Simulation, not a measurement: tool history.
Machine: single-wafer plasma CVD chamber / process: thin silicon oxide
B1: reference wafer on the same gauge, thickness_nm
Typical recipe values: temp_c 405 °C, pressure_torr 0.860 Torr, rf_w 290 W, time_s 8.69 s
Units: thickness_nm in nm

{"run": 1, "day": 0.0, "temp_c": 405, "pressure_torr": 0.962, "rf_w": 290, "time_s": 8.69, "B1": 16.986, "thickness_nm": 16.98}
{"run": 2, "day": 0.8, "temp_c": 405, "pressure_torr": 0.962, "rf_w": 290, "time_s": 8.69, "B1": 17.001, "thickness_nm": 16.947}
{"run": 3, "day": 1.467, "temp_c": 405, "pressure_torr": 0.962, "rf_w": 290, "time_s": 8.69, "B1": 17.016, "thickness_nm": 16.971}
{"run": 4, "day": 2.762, "temp_c": 416, "pressure_torr": 0.86, "rf_w": 270, "time_s": 8.69, "B1": 16.997, "thickness_nm": 14.734}
{"run": 5, "day": 4.171, "temp_c": 416, "pressure_torr": 0.86, "rf_w": 270, "time_s": 8.69, "B1": 16.991, "thickness_nm": 14.734}
{"run": 6, "day": 5.1, "temp_c": 405, "pressure_torr": 0.86, "rf_w": 290, "time_s": 8.69, "B1": 17.004, "thickness_nm": 15.417}
{"run": 7, "day": 6.558, "temp_c": 405, "pressure_torr": 0.86, "rf_w": 290, "time_s": 8.69, "B1": 16.995, "thickness_nm": 15.387}
{"run": 8, "day": 7.375, "temp_c": 405, "pressure_torr": 0.99, "rf_w": 290, "time_s": 8.69, "B1": 17.007, "thickness_nm": 16.986}
{"run": 9, "day": 8.854, "temp_c": 405, "pressure_torr": 0.99, "rf_w": 290, "time_s": 8.69, "B1": 17.014, "thickness_nm": 16.961}
{"run": 10, "day": 9.867, "temp_c": 405, "pressure_torr": 0.979, "rf_w": 290, "time_s": 8.69, "B1": 17.016, "thickness_nm": 16.851}
{"day": 10.604, "done": "showerhead replaced"}
{"run": 11, "day": 10.625, "temp_c": 405, "pressure_torr": 0.86, "rf_w": 290, "time_s": 8.69, "B1": 17.026, "thickness_nm": 15.156}
{"run": 12, "day": 13.296, "temp_c": 405, "pressure_torr": 0.86, "rf_w": 310, "time_s": 8.69, "B1": 16.999, "thickness_nm": 15.609}
{"day": 13.7, "done": "thermocouple changed; heater temperature recalibrated"}
{"day": 13.717, "done": "RF generator calibrated"}
{"run": 13, "day": 13.875, "temp_c": 405, "pressure_torr": 1.059, "rf_w": 320, "time_s": 8.69, "B1": 16.974, "thickness_nm": 19.344}
{"run": 14, "day": 14.646, "temp_c": 405, "pressure_torr": 0.768, "rf_w": 290, "time_s": 8.69, "B1": 16.984, "thickness_nm": 14.339}
{"run": 15, "day": 15.338, "temp_c": 393, "pressure_torr": 0.86, "rf_w": 255, "time_s": 10.11, "B1": 17.004, "thickness_nm": 17.391}
{"run": 16, "day": 16.738, "temp_c": 405, "pressure_torr": 1.07, "rf_w": 290, "time_s": 8.69, "B1": 16.99, "thickness_nm": 18.503}
{"run": 17, "day": 17.917, "temp_c": 413, "pressure_torr": 0.86, "rf_w": 335, "time_s": 8.69, "B1": 16.993, "thickness_nm": 16.73}
{"run": 18, "day": 18.592, "temp_c": 419, "pressure_torr": 1.064, "rf_w": 290, "time_s": 8.69, "B1": 16.982, "thickness_nm": 18.388}
{"day": 19.488, "done": "capacitance manometer re-zeroed and calibrated"}
{"run": 19, "day": 19.508, "temp_c": 405, "pressure_torr": 0.86, "rf_w": 290, "time_s": 8.69, "B1": 17.011, "thickness_nm": 16.685}
{"day": 20.625, "done": "gauge calibrated"}
{"run": 20, "day": 22.367, "temp_c": 413, "pressure_torr": 0.698, "rf_w": 290, "time_s": 7.68, "B1": 16.997, "thickness_nm": 12.436}
{"run": 21, "day": 23.054, "temp_c": 405, "pressure_torr": 0.86, "rf_w": 290, "time_s": 8.69, "B1": 17.015, "thickness_nm": 16.736}
{"run": 22, "day": 24.554, "temp_c": 409, "pressure_torr": 0.741, "rf_w": 330, "time_s": 9.32, "B1": 17.006, "thickness_nm": 16.99}
{"run": 23, "day": 28.667, "temp_c": 405, "pressure_torr": 0.86, "rf_w": 290, "time_s": 8.69, "B1": 17.003, "thickness_nm": 16.66}
{"run": 24, "day": 29.462, "temp_c": 405, "pressure_torr": 0.86, "rf_w": 290, "time_s": 8.69, "B1": 17.002, "thickness_nm": 16.657}
{"run": 25, "day": 30.092, "temp_c": 393, "pressure_torr": 0.962, "rf_w": 255, "time_s": 9.39, "B1": 16.998, "thickness_nm": 18.334}
{"run": 26, "day": 31.358, "temp_c": 410, "pressure_torr": 0.992, "rf_w": 325, "time_s": 10.33, "B1": 17.003, "thickness_nm": 23.061}
{"run": 27, "day": 32.167, "temp_c": 393, "pressure_torr": 0.86, "rf_w": 255, "time_s": 10.11, "B1": 17.003, "thickness_nm": 18.242}
{"run": 28, "day": 33.312, "temp_c": 417, "pressure_torr": 0.86, "rf_w": 290, "time_s": 8.69, "B1": 16.985, "thickness_nm": 16.498}
{"run": 29, "day": 34.488, "temp_c": 414, "pressure_torr": 0.86, "rf_w": 290, "time_s": 8.69, "B1": 17.003, "thickness_nm": 16.423}

Below are 3 alternative next runs, each starting from the tool's condition after run 29. Predict each:
{"run": "A", "day": 34.504, "temp_c": 405, "pressure_torr": 0.682, "rf_w": 290, "time_s": 8.69, "B1": "?", "thickness_nm": "?"}
{"run": "B", "day": 34.504, "temp_c": 418, "pressure_torr": 1.009, "rf_w": 255, "time_s": 9.49, "B1": "?", "thickness_nm": "?"}
{"run": "C", "day": 34.504, "temp_c": 415, "pressure_torr": 1.073, "rf_w": 290, "time_s": 8.69, "B1": "?", "thickness_nm": "?"}

run=A B1=17.001 thickness_nm=13.875
run=B B1=17.001 thickness_nm=18.954
run=C B1=17.001 thickness_nm=19.325
What these runs would have given with no unlogged condition in the tool:
run=A thickness_nm=14.090
run=B thickness_nm=19.241
run=C thickness_nm=19.593
